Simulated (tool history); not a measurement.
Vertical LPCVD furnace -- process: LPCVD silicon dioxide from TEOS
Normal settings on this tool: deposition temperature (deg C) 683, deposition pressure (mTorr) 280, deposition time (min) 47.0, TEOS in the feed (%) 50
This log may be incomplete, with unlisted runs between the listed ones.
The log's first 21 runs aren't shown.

| run | hour | deposition temperature (deg C) | deposition pressure (mTorr) | deposition time (min) | TEOS in the feed (%) | wafers since the last listed run | hours since the last temperature calibration | hours since the pressure gauge was zeroed | hours since the TEOS flow controller was replaced | hours since the gauge calibration | read-back reference wafer on the same gauge, thickness | film thickness on the monitor wafer in the middle of the boat (Å) |
|---|---|---|---|---|---|---|---|---|---|---|---|---|
| 22 | 543.8 | 683 | 350 | 65.0 | 47 | 143 | 160.8 | 43.3 | 349.6 | 641.1 | 168.11 | 2918.4 |
|  | 557.9 | gauge calibrated |
| 23 | 559.9 | 683 | 215 | 47.0 | 50 | 146 | 176.9 | 59.4 | 365.7 | 2.0 | 168.06 | 1711.6 |
| 24 | 573.1 | 673 | 280 | 47.0 | 50 | 120 | 190.1 | 72.6 | 378.9 | 15.2 | 168.04 | 1536.6 |
| 25 | 591.2 | 683 | 250 | 47.0 | 50 | 164 | 208.2 | 90.7 | 397.0 | 33.3 | 167.85 | 1843.5 |
| 26 | 619.4 | 683 | 255 | 47.0 | 50 | 256 | 236.4 | 118.9 | 425.2 | 61.5 | 168.10 | 1879.9 |
| 27 | 632.3 | 683 | 280 | 47.0 | 57 | 117 | 249.3 | 131.8 | 438.1 | 74.4 | 168.01 | 2092.5 |
| 28 | 650.2 | 675 | 255 | 47.0 | 50 | 162 | 267.2 | 149.7 | 456.0 | 92.3 | 168.09 | 1531.2 |
| 29 | 732.0 | 683 | 280 | 47.0 | 50 | 744 | 349.0 | 231.5 | 537.8 | 174.1 | 167.86 | 1952.7 |
| 30 | 765.6 | 689 | 280 | 39.0 | 50 | 305 | 382.6 | 265.1 | 571.4 | 207.7 | 167.87 | 1884.0 |
| 31 | 778.1 | 688 | 280 | 59.5 | 47 | 113 | 395.1 | 277.6 | 583.9 | 220.2 | 167.81 | 2718.0 |

Consider 4 possible next runs. They are alternatives, not a sequence: every one starts from the tool as it was left by run 31. What does each give?
| A | 782.8 | 683 | 280 | 47.0 | 50 | 42 | 399.8 | 282.3 | 588.6 | 224.9 | ? | ? |
| B | 782.8 | 692 | 280 | 57.0 | 50 | 42 | 399.8 | 282.3 | 588.6 | 224.9 | ? | ? |
| C | 782.8 | 683 | 280 | 63.5 | 50 | 42 | 399.8 | 282.3 | 588.6 | 224.9 | ? | ? |
| D | 782.8 | 683 | 305 | 47.0 | 54 | 42 | 399.8 | 282.3 | 588.6 | 224.9 | ? | ? |

| run | read-back reference wafer on the same gauge, thickness | film thickness on the monitor wafer in the middle of the boat (Å) |
|---|---|---|
| A | 168.00 | 1949.5 |
| B | 168.00 | 2931.0 |
| C | 168.00 | 2633.9 |
| D | 168.00 | 2114.5 |
The same runs, with their run-to-run variation unchanged, on a tool lacking any hidden condition would have given:
| run | film thickness on the monitor wafer in the middle of the boat (Å) |
|---|---|
| A | 1949.5 |
| B | 2931.0 |
| C | 2633.9 |
| D | 2114.5 |
